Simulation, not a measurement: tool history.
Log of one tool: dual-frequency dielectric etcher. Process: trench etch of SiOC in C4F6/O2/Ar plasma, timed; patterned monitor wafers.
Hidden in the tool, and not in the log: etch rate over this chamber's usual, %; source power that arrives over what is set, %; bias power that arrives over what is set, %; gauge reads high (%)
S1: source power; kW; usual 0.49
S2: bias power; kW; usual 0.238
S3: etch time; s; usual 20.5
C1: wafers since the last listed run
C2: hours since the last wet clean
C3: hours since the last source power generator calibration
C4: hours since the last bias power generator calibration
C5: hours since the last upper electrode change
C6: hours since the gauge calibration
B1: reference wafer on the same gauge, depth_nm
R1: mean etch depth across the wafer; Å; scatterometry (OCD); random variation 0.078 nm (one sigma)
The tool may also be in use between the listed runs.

| run | day | S1 | S2 | S3 | C1 | C2 | C3 | C4 | C5 | C6 | B1 | R1 |
|---|---|---|---|---|---|---|---|---|---|---|---|---|
| 1 | 0 | 0.49 | 0.194 | 16 | 0 | 43.7 | 4602.9 | 3826.1 | 1575 | 826.9 | 46.8 | 310 |
| 2 | 2.242 | 0.49 | 0.194 | 16 | 846 | 97.5 | 4656.7 | 3879.9 | 1628.8 | 880.7 | 46.8 | 311 |
| 3 | 4.179 | 0.44 | 0.238 | 17.5 | 731 | 144 | 4703.2 | 3926.4 | 1675.3 | 927.2 | 46.8 | 344 |
| 4 | 5.338 | 0.44 | 0.238 | 17.5 | 437 | 171.8 | 4731 | 3954.2 | 1703.1 | 955 | 46.8 | 343 |
| 5 | 6.858 | 0.49 | 0.238 | 20.5 | 574 | 208.3 | 4767.5 | 3990.7 | 1739.6 | 991.5 | 46.8 | 432 |
| 6 | 8.329 | 0.49 | 0.238 | 20.5 | 555 | 243.6 | 4802.8 | 4026 | 1774.9 | 1026.8 | 46.8 | 430 |
| 7 | 11.275 | 0.49 | 0.238 | 20.5 | 1112 | 314.3 | 4873.5 | 4096.7 | 1845.6 | 1097.5 | 46.8 | 432 |
| 8 | 12.696 | 0.49 | 0.238 | 16 | 536 | 348.4 | 4907.6 | 4130.8 | 1879.7 | 1131.6 | 46.8 | 338 |
| 9 | 14.088 | 0.49 | 0.238 | 16 | 525 | 381.8 | 4941 | 4164.2 | 1913.1 | 1165 | 46.8 | 337 |
| 10 | 15.954 | 0.49 | 0.238 | 16 | 705 | 426.6 | 4985.8 | 4209 | 1957.9 | 1209.8 | 46.8 | 338 |
|  | 17.838 | wet clean of the chamber |
| 11 | 18.871 | 0.49 | 0.238 | 20.5 | 724 | 24.8 | 5055.8 | 4279 | 2027.9 | 1279.8 | 46.8 | 429 |
| 12 | 20.829 | 0.49 | 0.238 | 20.5 | 739 | 71.8 | 5102.8 | 4326 | 2074.9 | 1326.8 | 46.8 | 430 |
|  | 26.712 | gauge calibrated |
| 13 | 27.729 | 0.47 | 0.238 | 20.5 | 2606 | 237.4 | 5268.4 | 4491.6 | 2240.5 | 24.4 | 46.8 | 419 |
|  | 28.954 | source power generator calibrated |
| 14 | 30.675 | 0.47 | 0.238 | 20.5 | 1049 | 308.1 | 41.3 | 4562.3 | 2311.2 | 95.1 | 46.8 | 420 |
|  | 32.054 | upper electrode replaced |
| 15 | 33.196 | 0.39 | 0.281 | 25 | 574 | 368.6 | 101.8 | 4622.8 | 27.4 | 155.6 | 46.8 | 484 |
| 16 | 34.946 | 0.54 | 0.183 | 20.5 | 661 | 410.6 | 143.8 | 4664.8 | 69.4 | 197.6 | 46.8 | 417 |
| 17 | 36.408 | 0.42 | 0.238 | 20.5 | 552 | 445.7 | 178.9 | 4699.9 | 104.5 | 232.7 | 46.8 | 393 |
| 18 | 37.917 | 0.49 | 0.238 | 16 | 569 | 481.9 | 215.1 | 4736.1 | 140.7 | 268.9 | 46.8 | 337 |
|  | 39.767 | bias power generator calibrated |
|  | 40.033 | wet clean of the chamber |
| 19 | 40.054 | 0.49 | 0.223 | 20.5 | 645 | 0.5 | 266.4 | 6.9 | 192 | 320.2 | 46.8 | 424 |
| 20 | 41.492 | 0.54 | 0.238 | 20.5 | 543 | 35 | 300.9 | 41.4 | 226.5 | 354.7 | 46.8 | 460 |
| 21 | 42.642 | 0.49 | 0.238 | 20.5 | 434 | 62.6 | 328.5 | 69 | 254.1 | 382.3 | 46.8 | 436 |
| 22 | 45.346 | 0.41 | 0.297 | 23 | 1021 | 127.5 | 393.4 | 133.9 | 319 | 447.2 | 46.8 | 478 |
| 23 | 47.796 | 0.39 | 0.281 | 25 | 925 | 186.3 | 452.2 | 192.7 | 377.8 | 506 | 46.8 | 492 |
| 24 | 49.829 | 0.4 | 0.266 | 18.5 | 768 | 235.1 | 501 | 241.5 | 426.6 | 554.8 | 46.8 | 362 |
| 25 | 50.988 | 0.49 | 0.238 | 20.5 | 437 | 262.9 | 528.8 | 269.3 | 454.4 | 582.6 | 46.8 | 438 |
| 26 | 53.9 | 0.49 | 0.187 | 26.5 | 1100 | 332.8 | 598.7 | 339.2 | 524.3 | 652.5 | 46.8 | 519 |
| 27 | 56.712 | 0.41 | 0.269 | 24 | 1062 | 400.3 | 666.2 | 406.7 | 591.8 | 720 | 46.8 | 483 |
| 28 | 57.846 | 0.49 | 0.238 | 20.5 | 428 | 427.5 | 693.4 | 433.9 | 619 | 747.2 | 46.8 | 441 |

What the log doesn't show, run by run:
source power that arrives over what is set, %: 0 in every run
gauge reads high (%): 0 in every run
H1: etch rate over this chamber's usual, %
H2: bias power that arrives over what is set, %
| run | H1 | H2 |
|---|---|---|
| 1 | 0.107 | -3.96 |
| 2 | 0.262 | -4.02 |
| 3 | 0.396 | -4.07 |
| 4 | 0.476 | -4.11 |
| 5 | 0.581 | -4.15 |
| 6 | 0.683 | -4.19 |
| 7 | 0.886 | -4.26 |
| 8 | 0.984 | -4.3 |
| 9 | 1.08 | -4.34 |
| 10 | 1.21 | -4.39 |
| 11 | 0.249 | -4.47 |
| 12 | 0.385 | -4.52 |
| 13 | 0.861 | -4.7 |
| 14 | 1.06 | -4.78 |
| 15 | 1.24 | -4.85 |
| 16 | 1.36 | -4.9 |
| 17 | 1.46 | -4.94 |
| 18 | 1.56 | -4.98 |
| 19 | 0.0668 | -0.0938 |
| 20 | 0.166 | -0.132 |
| 21 | 0.246 | -0.163 |
| 22 | 0.432 | -0.235 |
| 23 | 0.601 | -0.301 |
| 24 | 0.742 | -0.355 |
| 25 | 0.822 | -0.386 |
| 26 | 1.02 | -0.464 |
| 27 | 1.22 | -0.539 |
| 28 | 1.3 | -0.569 |

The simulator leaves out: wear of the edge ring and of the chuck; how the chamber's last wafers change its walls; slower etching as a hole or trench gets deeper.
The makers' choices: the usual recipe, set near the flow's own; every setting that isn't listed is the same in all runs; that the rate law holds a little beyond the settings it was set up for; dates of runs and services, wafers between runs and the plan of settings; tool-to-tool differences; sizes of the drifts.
